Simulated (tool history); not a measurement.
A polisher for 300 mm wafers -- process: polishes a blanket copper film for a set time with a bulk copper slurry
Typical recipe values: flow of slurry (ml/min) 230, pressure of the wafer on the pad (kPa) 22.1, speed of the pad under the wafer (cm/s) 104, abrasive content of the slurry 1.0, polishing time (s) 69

run    hour  flow of slurry (ml/min)  pressure of the wafer on the pad (kPa)  speed of the pad under the wafer (cm/s)  abrasive content of the slurry  polishing time (s)  incoming thickness of the incoming film, nm  film removed (Å)
  1     0.0                      230                                    22.1                                      104                             1.0                  69                                       4751.2              7013
  2    58.4                      230                                    22.1                                      104                             1.0                  69                                       4846.2              7113
       92.3  -- slurry nozzle cleaned
  3    92.9                      230                                    22.1                                      104                             1.0                  87                                       4743.2              8748
      119.1  -- worn pad replaced by a new one
      145.3  -- slurry blender recalibrated
  4   152.5                      230                                    22.1                                      104                             1.0                  87                                       4748.6              8945
  5   290.0                      230                                    22.1                                      104                             1.0                  87                                       4775.1              8997
  6   360.3                      230                                    22.1                                      104                             1.0                  69                                       4785.8              6899
      424.0  -- slurry nozzle cleaned
  7   430.9                      230                                    22.1                                      104                             1.0                  69                                       4847.7              6959
  8   472.5                      230                                    22.1                                      104                             1.0                  69                                       4824.1              6862
      480.0  -- worn pad replaced by a new one
      488.8  -- slurry blender recalibrated
  9   524.4                      230                                    17.9                                      104                             1.0                  69                                       4778.6              5892
 10   592.3                      230                                    22.1                                      104                             1.0                  69                                       4764.4              7035
 11   649.2                      260                                    22.1                                      104                             0.9                  69                                       4803.7              7086
 12   714.0                      260                                    22.1                                      104                             0.9                  69                                       4790.1              7021
      781.2  -- worn pad replaced by a new one
      796.2  -- slurry nozzle cleaned
 13   846.5                      260                                    22.1                                      104                             0.9                  69                                       4720.6              6584
      869.8  -- slurry blender recalibrated
      871.4  -- head pressure recalibrated
 14   918.2                      230                                    22.1                                      104                             1.0                  69                                       4733.4              7284
 15   955.4                      230                                    22.1                                      130                             1.0                  54                                       4861.5              6885
 16   997.1                      230                                    15.9                                      104                             1.2                  69                                       4784.9              5462
 17  1043.0                      160                                    22.1                                      104                             1.0                  82                                       4847.3              8127
 18  1067.6                      260                                    22.1                                      104                             0.9                  69                                       4795.2              7042
 19  1117.8                      285                                    22.1                                      104                             1.0                  85                                       4752.9              8936
     1124.3  -- slurry nozzle cleaned
 20  1162.0                      230                                    22.1                                       86                             1.1                  75                                       4799.6              6519
     1167.1  -- slurry blender recalibrated
     1167.6  -- worn pad replaced by a new one
 21  1233.9                      230                                    22.1                                      104                             0.9                  69                                       4796.0              6925
 22  1259.3                      230                                    22.1                                      104                             1.0                  69                                       4834.2              7267
 23  1290.8                      230                                    22.1                                      104                             1.0                  69                                       4827.3              7090
 24  1316.7                      205                                    17.9                                      104                             0.8                  78                                       4816.3              6419
 25  1381.4                      230                                    22.1                                      104                             1.0                  69                                       4819.1              6943
 26  1423.4                      270                                    25.5                                      120                             1.0                  69                                       4803.9              9287
     1433.1  -- slurry nozzle cleaned
     1459.6  -- slurry blender recalibrated
 27  1478.5                      230                                    22.1                                      104                             1.0                  69                                       4754.1              7263
 28  1522.3                      230                                    24.8                                      128                             1.0                  49                                       4760.6              6819
     1558.8  -- worn pad replaced by a new one
 29  1587.7                      230                                    22.1                                      104                             1.0                  69                                       4699.2              7335
 30  1655.8                      230                                    24.8                                       94                             0.8                  46                                       4836.4              4709

Alternative continuations, all from the tool just after run 30; predict every row:
  A  1656.2                      205                                    22.1                                      104                             1.0                  69                                       4787.8                 ?
  B  1656.2                      230                                    22.1                                      116                             1.0                  69                                       4787.8                 ?
  C  1656.2                      275                                    18.6                                      122                             1.0                  69                                       4787.8                 ?
  D  1656.2                      260                                    19.3                                      136                             1.0                  69                                       4787.8                 ?

run  film removed (Å)
  A              6816
  B              7607
  C              6918
  D              7845
The same runs, with their run-to-run variation unchanged, on a tool lacking any hidden condition would have given:
run  film removed (Å)
  A              6983
  B              7793
  C              7088
  D              8037
